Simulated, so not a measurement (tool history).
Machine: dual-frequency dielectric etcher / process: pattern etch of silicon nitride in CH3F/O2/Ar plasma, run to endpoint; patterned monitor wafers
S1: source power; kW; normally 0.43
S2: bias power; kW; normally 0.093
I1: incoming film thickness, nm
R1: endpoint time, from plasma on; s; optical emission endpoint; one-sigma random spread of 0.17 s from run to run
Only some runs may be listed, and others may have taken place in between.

run   hour    S1     S2     I1    R1
  1      0  0.43  0.085  45.91  58.8
  2   65.5  0.43  0.085  45.79  58.7
  3     97  0.43  0.093   46.4  57.8
  4  136.9  0.38  0.093  45.78  59.3
  5  189.4  0.43  0.093  45.93    57
  6  224.4  0.43  0.093  45.72  56.9
     269.3  -- wet clean of the chamber
  7  295.2  0.43  0.093  46.22  56.8
     319.5  -- bias power generator calibrated
  8  356.7  0.35  0.093  46.22  60.9

Run 9, settings as shown, results not yet in. Your forecast:
     382.9  -- source power generator calibrated
  9  418.6  0.51  0.093  45.73   ?

{"run 9": {"R1": 53.4}}
On a tool with no hidden condition, and with the same random variation, this run would have come out at R1 53.1 s.
